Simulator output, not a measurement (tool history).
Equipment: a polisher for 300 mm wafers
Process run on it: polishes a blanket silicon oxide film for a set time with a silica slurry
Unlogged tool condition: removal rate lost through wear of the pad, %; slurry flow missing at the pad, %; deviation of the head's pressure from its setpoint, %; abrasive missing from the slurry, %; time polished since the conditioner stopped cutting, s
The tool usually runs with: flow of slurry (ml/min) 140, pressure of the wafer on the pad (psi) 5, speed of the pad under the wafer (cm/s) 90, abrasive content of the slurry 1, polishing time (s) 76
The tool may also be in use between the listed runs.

run,hour,flow of slurry (ml/min),pressure of the wafer on the pad (psi),speed of the pad under the wafer (cm/s),abrasive content of the slurry,polishing time (s),wafers since the last listed run,wafers polished on this pad,hours since the slurry nozzle was cleaned,hours since the head pressure was calibrated,hours since the slurry blender was calibrated,hours since the conditioning disc was replaced,"incoming thickness of the incoming film, nm",film removed (angstrom)
1,0,140,5,90,1,76,0,24,104.2,1133.5,317.8,53.6,1789.1,2163
2,52.8,140,5,90,1,76,506,531,157,1186.3,370.6,106.4,1747.2,2172
# hour 133.2: slurry blender recalibrated
# hour 151: slurry nozzle cleaned
3,234.7,140,5,90,1,76,1715,2246,83.7,1368.2,101.5,288.3,1729.2,2230
# hour 250.5: worn pad replaced by a new one
4,296.3,140,5,90,1,76,552,439,145.3,1429.8,163.1,349.9,1733.5,2265
5,323.6,140,5,90,1,76,261,701,172.6,1457.1,190.4,377.2,1766,2272
6,355.8,140,5,90,1,76,308,1010,204.8,1489.3,222.6,409.4,1765.9,2253
# hour 371.5: conditioning disc replaced and pad reconditioned
# hour 387.5: slurry nozzle cleaned
7,389.1,140,5.4,90,1,76,290,1300,1.6,1522.6,255.9,17.6,1796.7,2486
8,413.5,140,5.4,90,1,76,233,1534,26,1547,280.3,42,1740.1,2478
9,451.9,140,5.4,90,1,76,368,1902,64.4,1585.4,318.7,80.4,1766.4,2487
# hour 482.9: worn pad replaced by a new one
10,497.5,140,5,90,1,82,398,139,110,1631,364.3,126,1732.8,2512
# hour 501.5: head pressure recalibrated
11,559.1,140,5,90,1,76,571,711,171.6,57.6,425.9,187.6,1788.6,2034
# hour 600.4: slurry blender recalibrated
12,627.5,140,5,90,1,76,636,1347,240,126,27.1,256,1753,2035
# hour 635.2: slurry nozzle cleaned
13,678.4,140,3.8,90,1.1,54,478,1826,43.2,176.9,78,306.9,1765.1,1150
14,711.7,180,3.8,90,0.9,76,319,2145,76.5,210.2,111.3,340.2,1785,1498
# hour 727.4: worn pad replaced by a new one
15,736,140,5,90,1,76,194,81,100.8,234.5,135.6,364.5,1758.1,2042
16,785.1,170,5,90,1,76,470,552,149.9,283.6,184.7,413.6,1748,2083
# hour 807.1: conditioning disc replaced and pad reconditioned
17,813.8,155,5,90,0.9,68,256,808,178.6,312.3,213.4,6.7,1731.3,1751
# hour 856.2: slurry nozzle cleaned
18,865.2,120,5,58,1,76,483,1292,9,363.7,264.8,58.1,1723.3,1426
19,916.9,110,4.3,90,1,76,495,1787,60.7,415.4,316.5,109.8,1722.8,1708
20,942,140,5,90,1,76,240,2028,85.8,440.5,341.6,134.9,1775.9,2092
21,969.7,140,5,90,1,76,265,2294,113.5,468.2,369.3,162.6,1755.2,2052
# hour 987.2: worn pad replaced by a new one
# hour 988.3: slurry blender recalibrated
22,1001.3,140,5.4,90,1,76,254,125,145.1,499.8,13,194.2,1784.7,2262
23,1068.2,140,5,90,1,76,641,766,212,566.7,79.9,261.1,1730.8,2074
24,1092.5,110,5,80,1,89,233,999,236.3,591,104.2,285.4,1757.9,2143
# hour 1099.2: slurry nozzle cleaned
25,1129.5,140,5.9,90,1,76,345,1344,30.3,628,141.2,322.4,1791.1,2495
26,1166.9,120,5,78,1,86,358,1703,67.7,665.4,178.6,359.8,1748,2075

Predict each of these 3 candidate next runs independently; none follows another, all start after run 26:
A,1167.4,140,5,90,1.3,76,4,1708,68.2,665.9,179.1,360.3,1760,?
B,1167.4,90,6.2,90,1,76,4,1708,68.2,665.9,179.1,360.3,1760,?
C,1167.4,140,6.1,90,1,76,4,1708,68.2,665.9,179.1,360.3,1760,?

run,film removed (angstrom)
A,2397
B,2450
C,2570
Without the tool's hidden state the same runs would have given:
run,film removed (angstrom)
A,2320
B,2371
C,2487
